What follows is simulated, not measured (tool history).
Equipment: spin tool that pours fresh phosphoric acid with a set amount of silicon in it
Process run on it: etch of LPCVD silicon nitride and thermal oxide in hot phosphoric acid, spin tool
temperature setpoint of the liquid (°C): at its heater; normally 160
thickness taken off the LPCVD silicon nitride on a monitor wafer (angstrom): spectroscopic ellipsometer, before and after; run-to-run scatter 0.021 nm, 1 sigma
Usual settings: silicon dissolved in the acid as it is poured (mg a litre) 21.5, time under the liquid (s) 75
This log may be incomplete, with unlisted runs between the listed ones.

run,hour,temperature setpoint of the liquid (°C),silicon dissolved in the acid as it is poured (mg a litre),time under the liquid (s),wafers since the last listed run,hours since the thermometer was replaced,hours since the dissolved silicon flow meter was replaced,hours since the heated supply line was repaired,hours since the gauge calibration,"read-back film thickness of the LPCVD silicon nitride reference wafer, read on the same gauge (nm)",thickness taken off the LPCVD silicon nitride on a monitor wafer (angstrom)
1,0,160,21.5,75,0,2499.7,580.3,979.1,1883.2,109.96,62.3
# hour 68.2: dissolved silicon flow meter replaced
2,69.1,158.5,34,95,762,2568.8,0.9,1048.2,1952.3,109.99,74.9
# hour 166.1: gauge calibrated
3,172.6,160,21.5,75,1159,2672.3,104.4,1151.7,6.5,110.01,62.2
4,235.3,160,35.5,95,702,2735,167.1,1214.4,69.2,110.04,78.2
# hour 240: thermometer replaced
5,325.2,158,21.5,75,995,85.2,257,1304.3,159.1,109.99,59.9
# hour 327.1: heated supply line repaired
6,364.7,158.5,10.5,90,431,124.7,296.5,37.6,198.6,109.99,77.4
7,417.2,160,8.5,75,587,177.2,349,90.1,251.1,110,66.8
8,522.6,160,21.5,30,1180,282.6,454.4,195.5,356.5,110.01,26.8
9,591,160,30.5,35,766,351,522.8,263.9,424.9,110.02,31.1
10,691.2,161.5,21.5,105,1122,451.2,623,364.1,525.1,109.97,97.3
# hour 780.6: dissolved silicon flow meter replaced
11,781.1,158,21.5,115,995,541.1,0.5,454,615,110,94.7
12,822.1,161.5,21.5,115,459,582.1,41.5,495,656,109.98,106.1
13,871.8,161.5,21.5,90,556,631.8,91.2,544.7,705.7,109.97,83
14,913.6,160,21.5,75,468,673.6,133,586.5,747.5,110.01,65.8
15,998.2,160,21.5,75,947,758.2,217.6,671.1,832.1,110.04,65.1
16,1172.4,160,21.5,75,1951,932.4,391.8,845.3,1006.3,109.99,64.7
17,1247.5,160,21.5,75,841,1007.5,466.9,920.4,1081.4,110.04,64.5
18,1354.4,157.5,10.5,75,1197,1114.4,573.8,1027.3,1188.3,110.05,59
# hour 1363.5: dissolved silicon flow meter replaced
# hour 1367.4: heated supply line repaired
19,1408.9,158.5,21.5,75,587,1168.9,45.4,41.5,1242.8,110.03,62.6
20,1501.6,160,11,75,1038,1261.6,138.1,134.2,1335.5,110.03,65.6
21,1592,160,21.5,75,1012,1352,228.5,224.6,1425.9,109.99,64.8

Forecast each of these 5 alternatives for the next run:
A,1592.4,160,21.5,75,4,1352.4,228.9,225,1426.3,?,?
B,1592.4,161,21.5,30,4,1352.4,228.9,225,1426.3,?,?
C,1592.4,157.5,16.5,95,4,1352.4,228.9,225,1426.3,?,?
D,1592.4,160,4.5,75,4,1352.4,228.9,225,1426.3,?,?
E,1592.4,163,14.5,30,4,1352.4,228.9,225,1426.3,?,?

run,"read-back film thickness of the LPCVD silicon nitride reference wafer, read on the same gauge (nm)",thickness taken off the LPCVD silicon nitride on a monitor wafer (angstrom)
A,110.02,65.2
B,110.02,27
C,110.02,75.9
D,110.02,65.2
E,110.02,28.8
With the hidden condition removed and each run's random variation left untouched, the same runs would have given:
run,thickness taken off the LPCVD silicon nitride on a monitor wafer (angstrom)
A,67.6
B,28
C,78.7
D,67.6
E,29.9

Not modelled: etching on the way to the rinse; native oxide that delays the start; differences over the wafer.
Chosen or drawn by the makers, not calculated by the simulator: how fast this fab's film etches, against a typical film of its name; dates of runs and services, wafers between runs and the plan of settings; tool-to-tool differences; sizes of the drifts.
